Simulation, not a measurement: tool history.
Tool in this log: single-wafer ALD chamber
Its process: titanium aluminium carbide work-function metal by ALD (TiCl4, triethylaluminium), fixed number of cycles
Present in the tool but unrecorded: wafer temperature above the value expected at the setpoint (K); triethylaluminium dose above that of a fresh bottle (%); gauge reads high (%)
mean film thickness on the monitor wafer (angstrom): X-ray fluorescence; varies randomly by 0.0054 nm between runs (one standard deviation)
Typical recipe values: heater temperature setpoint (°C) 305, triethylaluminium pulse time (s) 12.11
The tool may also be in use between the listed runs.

run	hour	heater temperature setpoint (°C)	triethylaluminium pulse time (s)	wafers since the last listed run	hours since the last thermocouple change	hours since the last triethylaluminium bottle change	hours since the showerhead was replaced	hours since the gauge calibration	read-back reference wafer on the same gauge, thickness_nm	mean film thickness on the monitor wafer (angstrom)
1	0.0	305	12.11	0	1652.5	868.5	6157.5	1341.2	2.019	21.36
# hour 21.1: thermocouple changed; heater temperature recalibrated
2	45.2	305	15.93	294	24.1	913.7	6202.7	1386.4	2.020	21.60
3	79.7	310	15.06	272	58.6	948.2	6237.2	1420.9	2.020	22.07
4	143.1	310	15.06	501	122.0	1011.6	6300.6	1484.3	2.020	22.02
5	213.9	312	14.14	559	192.8	1082.4	6371.4	1555.1	2.019	22.23
6	253.8	312	14.14	315	232.7	1122.3	6411.3	1595.0	2.019	22.13
7	309.7	312	14.14	441	288.6	1178.2	6467.2	1650.9	2.020	22.10
8	432.9	296	12.11	973	411.8	1301.4	6590.4	1774.1	2.020	20.32
9	493.5	292	15.91	479	472.4	1362.0	6651.0	1834.7	2.020	20.38
# hour 538.0: showerhead replaced
10	553.6	305	12.11	411	532.5	1422.1	15.6	1894.8	2.020	21.28
11	596.2	291	13.70	336	575.1	1464.7	58.2	1937.4	2.021	20.06
12	643.4	316	9.72	373	622.3	1511.9	105.4	1984.6	2.019	21.93
13	684.2	305	12.11	322	663.1	1552.7	146.2	2025.4	2.020	21.22
14	728.7	293	15.18	351	707.6	1597.2	190.7	2069.9	2.019	20.22
15	763.1	298	15.72	271	742.0	1631.6	225.1	2104.3	2.021	20.77
16	812.0	305	14.61	386	790.9	1680.5	274.0	2153.2	2.021	21.34
17	853.8	305	12.11	330	832.7	1722.3	315.8	2195.0	2.020	21.13
18	919.5	301	9.60	519	898.4	1788.0	381.5	2260.7	2.020	20.42
19	952.8	301	8.57	263	931.7	1821.3	414.8	2294.0	2.020	20.00
20	979.6	314	13.60	211	958.5	1848.1	441.6	2320.8	2.020	22.17
21	1015.5	305	8.83	283	994.4	1884.0	477.5	2356.7	2.021	20.48
22	1044.2	305	13.80	226	1023.1	1912.7	506.2	2385.4	2.020	21.18
# hour 1056.2: triethylaluminium bottle replaced
23	1111.0	301	12.11	464	1089.9	54.8	573.0	2452.2	2.019	21.11
# hour 1318.8: gauge calibrated
24	1327.0	305	9.38	1707	1305.9	270.8	789.0	8.2	2.019	21.06
25	1383.8	296	16.02	448	1362.7	327.6	845.8	65.0	2.020	20.71
26	1431.4	316	10.52	376	1410.3	375.2	893.4	112.6	2.020	22.38
27	1489.1	294	12.11	456	1468.0	432.9	951.1	170.3	2.021	20.36
28	1540.5	314	10.61	406	1519.4	484.3	1002.5	221.7	2.021	22.17
29	1630.3	305	16.14	709	1609.2	574.1	1092.3	311.5	2.018	21.65
30	1696.9	305	12.11	526	1675.8	640.7	1158.9	378.1	2.021	21.43
# hour 1709.6: thermocouple changed; heater temperature recalibrated
31	1721.2	299	13.79	128	11.6	665.0	1183.2	402.4	2.020	20.85
32	1922.9	297	10.37	1594	213.3	866.7	1384.9	604.1	2.020	20.40

Alternative continuations, all from the tool just after run 32; predict every row:
A	1923.3	305	12.11	3	213.7	867.1	1385.3	604.5	?	?
B	1923.3	309	9.16	3	213.7	867.1	1385.3	604.5	?	?
C	1923.3	301	13.55	3	213.7	867.1	1385.3	604.5	?	?
D	1923.3	291	8.14	3	213.7	867.1	1385.3	604.5	?	?
E	1923.3	293	8.32	3	213.7	867.1	1385.3	604.5	?	?

run	read-back reference wafer on the same gauge, thickness_nm	mean film thickness on the monitor wafer (angstrom)
A	2.020	21.39
B	2.020	21.42
C	2.020	21.11
D	2.020	19.50
E	2.020	19.73
Had the tool no hidden state, the same runs would have come out as:
run	mean film thickness on the monitor wafer (angstrom)
A	21.47
B	21.54
C	21.16
D	19.63
E	19.85
